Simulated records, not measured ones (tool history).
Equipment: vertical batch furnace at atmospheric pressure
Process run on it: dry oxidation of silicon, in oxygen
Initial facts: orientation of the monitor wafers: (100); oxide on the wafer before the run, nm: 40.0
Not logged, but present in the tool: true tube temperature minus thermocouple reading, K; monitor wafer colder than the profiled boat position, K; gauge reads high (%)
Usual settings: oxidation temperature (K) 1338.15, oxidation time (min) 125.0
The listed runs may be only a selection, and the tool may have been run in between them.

run	hour	oxidation temperature (K)	oxidation time (min)	wafers since the last listed run	hours since the last temperature calibration	hours since the boat lift was adjusted	hours since the gauge calibration	read-back reference wafer on the same gauge, thickness	oxide thickness on the monitor wafer (angstrom)
1	0.0	1319.15	125.0	0	4031.4	2007.6	223.1	161.98	1300.6
2	28.3	1319.15	125.0	268	4059.7	2035.9	251.4	162.03	1298.7
3	51.7	1329.15	125.0	221	4083.1	2059.3	274.8	161.98	1385.2
# hour 58.0: gauge calibrated
4	75.6	1354.15	125.0	226	4107.0	2083.2	17.6	161.92	1621.3
5	95.5	1346.15	125.0	188	4126.9	2103.1	37.5	161.97	1546.9
6	110.2	1346.15	125.0	139	4141.6	2117.8	52.2	161.99	1539.6
7	123.3	1346.15	125.0	124	4154.7	2130.9	65.3	162.01	1545.3
8	142.3	1348.15	125.0	179	4173.7	2149.9	84.3	162.08	1565.1
9	162.1	1348.15	125.0	187	4193.5	2169.7	104.1	161.99	1561.7
10	233.5	1348.15	125.0	676	4264.9	2241.1	175.5	162.01	1562.4
11	258.4	1338.15	125.0	235	4289.8	2266.0	200.4	162.05	1468.1
12	276.3	1319.15	125.0	169	4307.7	2283.9	218.3	162.03	1297.4
13	300.9	1362.15	87.5	232	4332.3	2308.5	242.9	161.93	1404.1

What will run 14 give?
# hour 353.5: gauge calibrated
# hour 381.6: thermocouples replaced and temperature profile calibrated
# hour 400.7: boat lift adjusted
14	401.2	1316.15	89.5	541	19.6	0.5	47.7	?	?

{"run 14": {"read-back reference wafer on the same gauge, thickness": 162.01, "oxide thickness on the monitor wafer (angstrom)": 1090.9}}
With no hidden state in the tool, this same run would have given oxide thickness on the monitor wafer (angstrom) 1091.8.
